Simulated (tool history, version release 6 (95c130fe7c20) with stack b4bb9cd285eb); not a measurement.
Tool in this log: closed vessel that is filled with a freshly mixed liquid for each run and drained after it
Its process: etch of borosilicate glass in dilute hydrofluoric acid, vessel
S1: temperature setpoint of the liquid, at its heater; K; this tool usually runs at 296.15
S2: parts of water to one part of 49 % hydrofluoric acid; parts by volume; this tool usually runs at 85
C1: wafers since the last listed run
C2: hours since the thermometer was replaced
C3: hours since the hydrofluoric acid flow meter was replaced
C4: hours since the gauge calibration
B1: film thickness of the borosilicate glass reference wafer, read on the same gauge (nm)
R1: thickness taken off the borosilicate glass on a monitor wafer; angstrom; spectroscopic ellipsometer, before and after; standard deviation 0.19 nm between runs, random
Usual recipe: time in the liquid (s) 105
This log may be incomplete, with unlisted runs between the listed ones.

run 1 hour=0 | S1=295.15 S2=85 time_in_the_liquid_(s)=105 | C1=0 C2=1814.2 C3=793.5 C4=375.4 | B1=100 | R1=457.3
run 2 hour=52.2 | S1=296.15 S2=85 time_in_the_liquid_(s)=105 | C1=5614 C2=1866.4 C3=845.7 C4=427.6 | B1=99.99 | R1=473.4
run 3 hour=145.1 | S1=296.15 S2=85 time_in_the_liquid_(s)=105 | C1=9991 C2=1959.3 C3=938.6 C4=520.5 | B1=100.01 | R1=473.7
run 4 hour=200.2 | S1=296.15 S2=85 time_in_the_liquid_(s)=105 | C1=5926 C2=2014.4 C3=993.7 C4=575.6 | B1=99.98 | R1=472.1
run 5 hour=267.6 | S1=296.15 S2=85 time_in_the_liquid_(s)=105 | C1=7249 C2=2081.8 C3=1061.1 C4=643 | B1=100.05 | R1=470.9
run 6 hour=366.2 | S1=296.15 S2=85 time_in_the_liquid_(s)=105 | C1=10604 C2=2180.4 C3=1159.7 C4=741.6 | B1=99.98 | R1=473.1
run 7 hour=570 | S1=296.15 S2=110 time_in_the_liquid_(s)=145 | C1=21919 C2=2384.2 C3=1363.5 C4=945.4 | B1=100.02 | R1=488.2
run 8 hour=662 | S1=296.15 S2=110 time_in_the_liquid_(s)=145 | C1=9894 C2=2476.2 C3=1455.5 C4=1037.4 | B1=100 | R1=483.9
run 9 hour=728.5 | S1=296.15 S2=85 time_in_the_liquid_(s)=105 | C1=7152 C2=2542.7 C3=1522 C4=1103.9 | B1=99.93 | R1=468
-- hour=790.6 thermometer replaced
run 10 hour=815.8 | S1=300.65 S2=115 time_in_the_liquid_(s)=60 | C1=9281 C2=25.2 C3=1609.3 C4=1191.2 | B1=99.96 | R1=224.3
run 11 hour=861.8 | S1=299.15 S2=55 time_in_the_liquid_(s)=45 | C1=4947 C2=71.2 C3=1655.3 C4=1237.2 | B1=100.07 | R1=364
-- hour=920.1 hydrofluoric acid flow meter replaced
run 12 hour=954.9 | S1=299.15 S2=55 time_in_the_liquid_(s)=45 | C1=9905 C2=164.3 C3=34.8 C4=1330.3 | B1=100.02 | R1=353.1
run 13 hour=1023.3 | S1=296.15 S2=85 time_in_the_liquid_(s)=105 | C1=7356 C2=232.7 C3=103.2 C4=1398.7 | B1=99.99 | R1=459.1
-- hour=1068.4 gauge calibrated
run 14 hour=1079.3 | S1=296.15 S2=110 time_in_the_liquid_(s)=145 | C1=6022 C2=288.7 C3=159.2 C4=10.9 | B1=99.99 | R1=470.1
run 15 hour=1160.7 | S1=292.65 S2=120 time_in_the_liquid_(s)=45 | C1=8754 C2=370.1 C3=240.6 C4=92.3 | B1=99.99 | R1=115.2
run 16 hour=1216.4 | S1=296.15 S2=105 time_in_the_liquid_(s)=150 | C1=5990 C2=425.8 C3=296.3 C4=148 | B1=99.96 | R1=515.6
-- hour=1227.1 hydrofluoric acid flow meter replaced, repeated, since the last time left the tool worse
run 17 hour=1278.8 | S1=296.15 S2=85 time_in_the_liquid_(s)=105 | C1=6603 C2=488.2 C3=51.7 C4=210.4 | B1=99.95 | R1=480.1
run 18 hour=1347.6 | S1=299.65 S2=60 time_in_the_liquid_(s)=105 | C1=7399 C2=557 C3=120.5 C4=279.2 | B1=100 | R1=807.8
run 19 hour=1432.1 | S1=296.15 S2=105 time_in_the_liquid_(s)=105 | C1=9088 C2=641.5 C3=205 C4=363.7 | B1=99.99 | R1=377.5

Each row is a separate what-if for the run after 19, all from the same tool condition, not one after another. Results?
run A hour=1432.8 | S1=296.15 S2=85 time_in_the_liquid_(s)=90 | C1=75 C2=642.2 C3=205.7 C4=364.4 | B1=? | R1=?
run B hour=1432.8 | S1=296.15 S2=115 time_in_the_liquid_(s)=130 | C1=75 C2=642.2 C3=205.7 C4=364.4 | B1=? | R1=?
run C hour=1432.8 | S1=293.65 S2=120 time_in_the_liquid_(s)=145 | C1=75 C2=642.2 C3=205.7 C4=364.4 | B1=? | R1=?

run=A B1=99.99 R1=411.2
run=B B1=99.99 R1=423.5
run=C B1=99.99 R1=407.3
What these runs would have given with no unlogged condition in the tool:
run=A R1=412.9
run=B R1=425.2
run=C R1=409

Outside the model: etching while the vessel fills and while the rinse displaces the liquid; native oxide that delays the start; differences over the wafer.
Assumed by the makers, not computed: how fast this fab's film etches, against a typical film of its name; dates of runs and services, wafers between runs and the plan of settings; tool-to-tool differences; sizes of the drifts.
